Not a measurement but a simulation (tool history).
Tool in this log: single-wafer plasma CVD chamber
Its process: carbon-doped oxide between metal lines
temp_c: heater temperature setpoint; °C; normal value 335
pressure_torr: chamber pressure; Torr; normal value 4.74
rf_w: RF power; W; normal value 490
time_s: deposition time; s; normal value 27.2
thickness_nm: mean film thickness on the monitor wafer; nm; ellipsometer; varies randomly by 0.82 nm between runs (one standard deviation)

run    hour  temp_c  pressure_torr  rf_w  time_s  wafers since the last listed run  hours since the last thermocouple change  hours since the last RF generator calibration  hours since the last manometer calibration  hours since the showerhead was replaced  hours since the gauge calibration  read-back reference wafer on the same gauge, thickness_nm  thickness_nm
  1     0.0     335           4.74   490    27.2                                 0                                    1519.4                                          249.7                                      1395.2                                   2119.8                             1399.5                                                    159.567       136.589
       52.7  -- capacitance manometer re-zeroed and calibrated
  2    81.7     335           4.74   490    27.2                              1882                                    1601.1                                          331.4                                        29.0                                   2201.5                             1481.2                                                    159.273       137.320
  3   161.2     335           4.74   490    27.2                              2030                                    1680.6                                          410.9                                       108.5                                   2281.0                             1560.7                                                    159.559       135.906
  4   237.5     335           4.74   490    27.2                              1949                                    1756.9                                          487.2                                       184.8                                   2357.3                             1637.0                                                    159.261       135.787
  5   311.5     335           4.74   490    27.2                              1890                                    1830.9                                          561.2                                       258.8                                   2431.3                             1711.0                                                    159.236       136.399
  6   382.7     335           4.74   490    27.2                              1818                                    1902.1                                          632.4                                       330.0                                   2502.5                             1782.2                                                    159.123       135.371
  7   429.8     335           4.74   490    27.2                              1203                                    1949.2                                          679.5                                       377.1                                   2549.6                             1829.3                                                    159.117       135.338
  8   484.5     335           4.74   490    27.2                              1397                                    2003.9                                          734.2                                       431.8                                   2604.3                             1884.0                                                    159.119       136.217
  9   543.0     335           4.74   490    27.2                              1494                                    2062.4                                          792.7                                       490.3                                   2662.8                             1942.5                                                    159.117       136.015
 10   583.6     335           4.74   490    27.2                              1037                                    2103.0                                          833.3                                       530.9                                   2703.4                             1983.1                                                    158.743       135.876
 11   640.5     330           4.74   490    27.2                              1453                                    2159.9                                          890.2                                       587.8                                   2760.3                             2040.0                                                    158.860       137.902
 12   711.2     335           4.74   490    31.1                              1806                                    2230.6                                          960.9                                       658.5                                   2831.0                             2110.7                                                    158.735       155.672
 13   785.3     322           5.80   540    24.7                              1892                                    2304.7                                         1035.0                                       732.6                                   2905.1                             2184.8                                                    158.657       143.876
      811.5  -- thermocouple changed; heater temperature recalibrated
 14   833.1     345           4.18   580    31.2                              1016                                      21.6                                         1082.8                                       780.4                                   2952.9                             2232.6                                                    158.765       167.433
 15   938.8     335           4.74   490    27.2                              2700                                     127.3                                         1188.5                                       886.1                                   3058.6                             2338.3                                                    158.652       136.516
     1038.1  -- showerhead replaced
 16  1039.6     322           3.97   560    31.7                              2370                                     228.1                                         1289.3                                       986.9                                      1.5                             2439.1                                                    158.844       178.093
     1115.2  -- gauge calibrated
 17  1218.6     343           4.74   445    27.2                              4572                                     407.1                                         1468.3                                      1165.9                                    180.5                              103.4                                                    163.283       124.661
     1244.1  -- RF generator calibrated
     1250.2  -- capacitance manometer re-zeroed and calibrated
 18  1286.8     331           3.85   435    23.0                              1381                                     475.3                                           42.7                                        36.6                                    248.7                              171.6                                                    162.652       105.761
 19  1372.4     328           4.74   460    32.4                              2186                                     560.9                                          128.3                                       122.2                                    334.3                              257.2                                                    162.103       160.543
 20  1476.5     344           5.20   560    30.8                              2659                                     665.0                                          232.4                                       226.3                                    438.4                              361.3                                                    161.590       169.573
 21  1514.9     335           5.50   490    27.2                               980                                     703.4                                          270.8                                       264.7                                    476.8                              399.7                                                    161.326       140.279
 22  1617.0     335           4.74   490    27.2                              2608                                     805.5                                          372.9                                       366.8                                    578.9                              501.8                                                    161.034       137.918
 23  1659.1     335           4.74   490    27.2                              1075                                     847.6                                          415.0                                       408.9                                    621.0                              543.9                                                    160.921       136.581
 24  1696.6     342           4.74   410    27.2                               957                                     885.1                                          452.5                                       446.4                                    658.5                              581.4                                                    160.669       114.673
 25  1797.2     335           3.68   395    30.9                              2569                                     985.7                                          553.1                                       547.0                                    759.1                              682.0                                                    160.414       125.709
 26  1846.9     335           4.74   490    27.2                              1269                                    1035.4                                          602.8                                       596.7                                    808.8                              731.7                                                    160.359       135.794
 27  1931.3     335           4.74   455    24.9                              2156                                    1119.8                                          687.2                                       681.1                                    893.2                              816.1                                                    160.083       116.979
 28  2020.9     335           4.74   490    27.2                              2288                                    1209.4                                          776.8                                       770.7                                    982.8                              905.7                                                    159.795       136.599
 29  2282.9     346           3.85   450    25.4                              6693                                    1471.4                                         1038.8                                      1032.7                                   1244.8                             1167.7                                                    159.273       111.043

Here are 3 independent what-if runs from the current tool condition. What would each one return?
  A  2283.3     335           4.74   490    27.2                                10                                    1471.8                                         1039.2                                      1033.1                                   1245.2                             1168.1                                                          ?             ?
  B  2283.3     335           4.74   490    24.9                                10                                    1471.8                                         1039.2                                      1033.1                                   1245.2                             1168.1                                                          ?             ?
  C  2283.3     335           4.14   460    31.1                                10                                    1471.8                                         1039.2                                      1033.1                                   1245.2                             1168.1                                                          ?             ?

run  read-back reference wafer on the same gauge, thickness_nm  thickness_nm
  A                                                    159.184       134.905
  B                                                    159.184       123.669
  C                                                    159.184       144.199
Without the tool's hidden state the same runs would have given:
run  thickness_nm
  A       138.953
  B       127.380
  C       148.526
